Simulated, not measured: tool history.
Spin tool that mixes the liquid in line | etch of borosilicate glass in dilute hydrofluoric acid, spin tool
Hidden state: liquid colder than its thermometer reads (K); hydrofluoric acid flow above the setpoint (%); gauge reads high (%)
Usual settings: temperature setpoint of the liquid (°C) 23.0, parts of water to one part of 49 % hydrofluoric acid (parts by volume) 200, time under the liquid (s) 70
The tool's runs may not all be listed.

run,hour,temperature setpoint of the liquid (°C),parts of water to one part of 49 % hydrofluoric acid (parts by volume),time under the liquid (s),wafers since the last listed run,hours since the thermometer was replaced,hours since the hydrofluoric acid flow meter was replaced,hours since the gauge calibration,"read-back film thickness of the borosilicate glass reference wafer, read on the same gauge (nm)",thickness taken off the borosilicate glass on a monitor wafer (angstrom)
1,0.0,23.0,200,70,0,976.1,1596.8,757.8,130.01,70.6
2,24.7,19.0,200,70,305,1000.8,1621.5,782.5,130.00,61.5
3,52.7,23.0,200,70,345,1028.8,1649.5,810.5,130.01,71.2
4,88.5,23.0,200,70,442,1064.6,1685.3,846.3,130.01,70.2
5,104.0,23.0,200,70,191,1080.1,1700.8,861.8,129.94,72.8
6,135.3,23.0,130,70,386,1111.4,1732.1,893.1,129.97,115.7
# hour 221.1: gauge calibrated
7,230.5,23.0,200,70,1175,1206.6,1827.3,9.4,129.99,69.9
8,243.1,23.0,200,70,155,1219.2,1839.9,22.0,129.99,70.6
# hour 246.0: thermometer replaced
9,274.0,23.0,200,70,369,28.0,1870.8,52.9,129.98,76.7
10,294.3,23.0,200,70,250,48.3,1891.1,73.2,130.02,76.1
11,322.2,23.0,200,70,344,76.2,1919.0,101.1,129.99,77.3
12,334.2,23.0,200,55,148,88.2,1931.0,113.1,130.00,60.4
13,347.1,23.0,200,55,159,101.1,1943.9,126.0,130.01,60.2
14,369.0,23.0,200,55,270,123.0,1965.8,147.9,129.98,60.7
15,399.4,23.0,140,70,375,153.4,1996.2,178.3,130.02,115.3
16,417.8,28.0,150,70,227,171.8,2014.6,196.7,130.04,127.6
17,450.2,19.0,200,85,400,204.2,2047.0,229.1,129.98,78.3
18,463.1,23.0,200,70,159,217.1,2059.9,242.0,130.02,76.4
19,485.6,26.5,240,50,277,239.6,2082.4,264.5,130.01,49.9
20,500.7,27.5,200,90,186,254.7,2097.5,279.6,130.01,116.5
# hour 513.2: hydrofluoric acid flow meter replaced
21,529.6,21.0,125,70,344,283.6,16.4,308.5,129.99,109.7
22,558.1,18.5,105,105,351,312.1,44.9,337.0,130.06,180.6
23,582.2,27.5,200,90,297,336.2,69.0,361.1,129.95,105.9
24,604.8,23.0,275,70,279,358.8,91.6,383.7,129.99,45.9
25,618.1,23.0,150,110,164,372.1,104.9,397.0,129.97,150.9
26,642.1,27.0,260,85,296,396.1,128.9,421.0,130.00,70.1
27,666.2,25.5,115,85,297,420.2,153.0,445.1,129.97,175.6
28,679.4,23.0,130,70,163,433.4,166.2,458.3,129.98,116.4
29,697.8,19.5,115,55,227,451.8,184.6,476.7,129.95,88.5
30,718.1,25.5,265,90,250,472.1,204.9,497.0,130.05,69.1
31,740.5,23.0,200,70,276,494.5,227.3,519.4,129.97,70.1
32,768.8,23.0,200,70,349,522.8,255.6,547.7,130.00,68.6
33,790.6,20.5,200,70,269,544.6,277.4,569.5,129.99,62.2
34,854.6,23.0,290,110,790,608.6,341.4,633.5,129.99,68.8

3 ways to go on from here, each from the tool as it stands after run 34. What would each give?
A,855.0,23.0,200,90,4,609.0,341.8,633.9,?,?
B,855.0,21.0,200,70,4,609.0,341.8,633.9,?,?
C,855.0,19.5,200,110,4,609.0,341.8,633.9,?,?

run,"read-back film thickness of the borosilicate glass reference wafer, read on the same gauge (nm)",thickness taken off the borosilicate glass on a monitor wafer (angstrom)
A,129.98,89.1
B,129.98,64.2
C,129.98,95.1
Without the tool's hidden state the same runs would have given:
run,thickness taken off the borosilicate glass on a monitor wafer (angstrom)
A,90.0
B,64.9
C,96.3

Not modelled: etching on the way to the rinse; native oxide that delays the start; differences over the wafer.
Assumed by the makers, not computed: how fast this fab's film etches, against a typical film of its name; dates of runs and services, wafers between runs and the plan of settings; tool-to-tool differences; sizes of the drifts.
